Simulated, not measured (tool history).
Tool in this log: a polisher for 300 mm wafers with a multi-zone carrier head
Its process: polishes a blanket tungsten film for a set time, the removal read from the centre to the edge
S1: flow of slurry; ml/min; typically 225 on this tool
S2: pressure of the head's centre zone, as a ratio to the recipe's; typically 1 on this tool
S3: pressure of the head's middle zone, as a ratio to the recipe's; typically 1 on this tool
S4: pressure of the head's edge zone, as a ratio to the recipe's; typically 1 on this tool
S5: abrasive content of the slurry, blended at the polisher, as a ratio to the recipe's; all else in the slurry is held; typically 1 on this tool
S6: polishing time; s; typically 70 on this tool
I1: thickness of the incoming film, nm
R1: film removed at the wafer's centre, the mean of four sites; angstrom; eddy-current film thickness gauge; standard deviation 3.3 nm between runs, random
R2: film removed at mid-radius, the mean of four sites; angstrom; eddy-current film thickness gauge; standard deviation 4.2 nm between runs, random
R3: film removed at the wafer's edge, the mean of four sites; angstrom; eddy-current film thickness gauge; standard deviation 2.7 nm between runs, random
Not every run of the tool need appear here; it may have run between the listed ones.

Run 1, hour 0: usual settings; I1 1003.8. Result: R1 3058 angstrom, R2 3093 angstrom, R3 3012 angstrom.
At hour 24.3: centre zone pressure recalibrated.
Run 2, hour 50.8: usual settings; I1 1010.6. Result: R1 2981 angstrom, R2 3070 angstrom, R3 3045 angstrom.
At hour 77: worn pad replaced by a new one.
Run 3, hour 112: usual settings but S3 1.1; I1 994.8. Result: R1 2971 angstrom, R2 3180 angstrom, R3 3027 angstrom.
Run 4, hour 155.7: usual settings but S6 92 s; I1 1023.4. Result: R1 3857 angstrom, R2 3907 angstrom, R3 3903 angstrom.
Run 5, hour 206.9: usual settings but S1 285 ml/min, S3 0.95, S4 0.89, S6 47 s; I1 1016.4. Result: R1 2066 angstrom, R2 2050 angstrom, R3 1941 angstrom.
Run 6, hour 266.5: usual settings but S4 1.05; I1 1012. Result: R1 2876 angstrom, R2 2983 angstrom, R3 3032 angstrom.
Run 7, hour 327.1: usual settings but S1 295 ml/min, S2 1.05, S6 93 s; I1 1027.9. Result: R1 4127 angstrom, R2 4082 angstrom, R3 4001 angstrom.
Run 8, hour 357.4: usual settings but S1 170 ml/min, S3 0.92, S5 0.9; I1 997. Result: R1 2515 angstrom, R2 2377 angstrom, R3 2656 angstrom.
Run 9, hour 385.7: usual settings but S2 0.94, S3 0.93; I1 994.2. Result: R1 2701 angstrom, R2 2710 angstrom, R3 2918 angstrom.
At hour 413.1: worn pad replaced by a new one.
Run 10, hour 413.6: usual settings but S5 1.15, S6 49 s; I1 1005.8. Result: R1 2077 angstrom, R2 2113 angstrom, R3 2142 angstrom.
Run 11, hour 459.5: usual settings but S1 280 ml/min; I1 996.9. Result: R1 2916 angstrom, R2 2932 angstrom, R3 2985 angstrom.
At hour 472.1: centre zone pressure recalibrated.
At hour 496.3: edge zone pressure recalibrated.
Run 12, hour 519.8: usual settings; I1 1017.8. Result: R1 2803 angstrom, R2 2841 angstrom, R3 2870 angstrom.
At hour 549: carrier head's membrane replaced by a new one.
Run 13, hour 576: usual settings but S2 1.04, S4 1.06, S5 1.15, S6 77 s; I1 1013.6. Result: R1 3284 angstrom, R2 3232 angstrom, R3 3379 angstrom.
Run 14, hour 705.2: usual settings but S2 0.95, S4 1.05, S6 52 s; I1 1016.9. Result: R1 1957 angstrom, R2 2031 angstrom, R3 2134 angstrom.
Run 15, hour 746.7: usual settings but S1 150 ml/min; I1 1017.2. Result: R1 2300 angstrom, R2 2503 angstrom, R3 2587 angstrom.
At hour 765.6: slurry nozzle cleaned.
At hour 788.6: worn pad replaced by a new one.
Run 16, hour 813.3: usual settings but S4 1.05, S6 83 s; I1 1019.9. Result: R1 3569 angstrom, R2 3637 angstrom, R3 3679 angstrom.
Run 17, hour 872: usual settings but S2 0.89; I1 1015. Result: R1 2741 angstrom, R2 3044 angstrom, R3 2989 angstrom.
At hour 898.7: centre zone pressure recalibrated.
Run 18, hour 929.1: usual settings but S1 270 ml/min, S6 57 s; I1 1006.7. Result: R1 2510 angstrom, R2 2504 angstrom, R3 2474 angstrom.
Run 19, hour 957.3: usual settings; I1 1012.1. Result: R1 2942 angstrom, R2 2939 angstrom, R3 2935 angstrom.
Run 20, hour 991.8: usual settings; I1 998. Result: R1 2930 angstrom, R2 2925 angstrom, R3 2928 angstrom.
Run 21, hour 1041.3: usual settings; I1 998.5. Result: R1 2877 angstrom, R2 2935 angstrom, R3 2942 angstrom.

What if the next run were any one of these 4? Each begins from the tool's condition after run 21:
Run A, hour 1041.7: usual settings but S6 58 s; I1 997.2. Result: R1 ?, R2 ?, R3 ?.
Run B, hour 1041.7: usual settings but S2 0.96, S6 78 s; I1 997.2. Result: R1 ?, R2 ?, R3 ?.
Run C, hour 1041.7: usual settings but S2 0.89, S4 0.92, S6 85 s; I1 997.2. Result: R1 ?, R2 ?, R3 ?.
Run D, hour 1041.7: usual settings but S1 295 ml/min, S3 0.95; I1 997.2. Result: R1 ?, R2 ?, R3 ?.

run    R1    R2    R3
  A  2335  2385  2404
  B  3047  3208  3233
  C  3141  3498  3387
  D  2978  2910  3010
Without the tool's unlogged condition, the same runs would have read:
run    R1    R2    R3
  A  2517  2550  2525
  B  3284  3430  3395
  C  3386  3740  3557
  D  3150  3060  3125
